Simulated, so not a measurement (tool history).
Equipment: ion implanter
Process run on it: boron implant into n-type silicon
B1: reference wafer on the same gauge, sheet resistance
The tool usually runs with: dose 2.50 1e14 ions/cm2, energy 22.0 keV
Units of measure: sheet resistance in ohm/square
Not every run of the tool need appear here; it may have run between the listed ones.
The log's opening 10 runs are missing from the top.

Run 11, hour 230.9: usual settings but dose 1.91 1e14 ions/cm2, energy 27.0 keV; B1 391.71. Result: sheet resistance 426.22 ohm/square.
Run 12, hour 262.0: usual settings but energy 25.5 keV; B1 392.08. Result: sheet resistance 348.06 ohm/square.
Run 13, hour 277.2: usual settings but energy 25.5 keV; B1 392.13. Result: sheet resistance 349.44 ohm/square.
Run 14, hour 307.4: usual settings but energy 25.5 keV; B1 391.94. Result: sheet resistance 348.79 ohm/square.
Run 15, hour 320.9: usual settings but dose 2.28 1e14 ions/cm2, energy 17.0 keV; B1 392.03. Result: sheet resistance 395.09 ohm/square.
Run 16, hour 344.4: usual settings but dose 2.28 1e14 ions/cm2, energy 17.0 keV; B1 392.31. Result: sheet resistance 395.78 ohm/square.
Run 17, hour 377.6: usual settings but dose 2.28 1e14 ions/cm2, energy 17.0 keV; B1 392.00. Result: sheet resistance 396.20 ohm/square.
Run 18, hour 400.2: usual settings but dose 2.74 1e14 ions/cm2, energy 27.5 keV; B1 391.93. Result: sheet resistance 323.50 ohm/square.
Run 19, hour 424.1: usual settings but dose 1.81 1e14 ions/cm2, energy 19.0 keV; B1 391.59. Result: sheet resistance 473.67 ohm/square.
At hour 460.9: gauge calibrated.
Run 20, hour 523.2: usual settings but dose 2.81 1e14 ions/cm2; B1 392.07. Result: sheet resistance 327.22 ohm/square.
Run 21, hour 551.8: usual settings but dose 3.23 1e14 ions/cm2; B1 392.47. Result: sheet resistance 293.15 ohm/square.
Run 22, hour 578.4: usual settings but dose 3.22 1e14 ions/cm2, energy 15.0 keV; B1 392.05. Result: sheet resistance 307.48 ohm/square.
At hour 599.2: Faraday cup replaced and dose calibrated.
Run 23, hour 606.0: usual settings but dose 3.21 1e14 ions/cm2; B1 391.58. Result: sheet resistance 283.24 ohm/square.
Run 24, hour 638.8: usual settings but dose 2.81 1e14 ions/cm2; B1 392.16. Result: sheet resistance 314.51 ohm/square.
Run 25, hour 670.6: usual settings but dose 1.91 1e14 ions/cm2, energy 27.0 keV; B1 392.22. Result: sheet resistance 419.41 ohm/square.
Run 26, hour 693.6: usual settings but dose 2.15 1e14 ions/cm2, energy 15.0 keV; B1 391.82. Result: sheet resistance 408.68 ohm/square.
At hour 716.0: extraction supply calibrated.
Run 27, hour 728.4: usual settings but dose 3.05 1e14 ions/cm2, energy 18.0 keV; B1 391.91. Result: sheet resistance 300.43 ohm/square.
Run 28, hour 760.6: usual settings but dose 1.83 1e14 ions/cm2, energy 17.0 keV; B1 392.15. Result: sheet resistance 459.93 ohm/square.
Run 29, hour 781.8: usual settings but energy 25.5 keV; B1 391.83. Result: sheet resistance 341.26 ohm/square.
Run 30, hour 804.2: usual settings; B1 392.06. Result: sheet resistance 345.19 ohm/square.

Expected results for the next run?
Run 31, hour 824.1: usual settings but dose 2.06 1e14 ions/cm2, energy 28.0 keV; B1 ?. Result: sheet resistance ?.

B1: 392.12
sheet resistance: 391.91 ohm/square
Had the tool carried no hidden state, the very same run would have given sheet resistance 390.01 ohm/square.
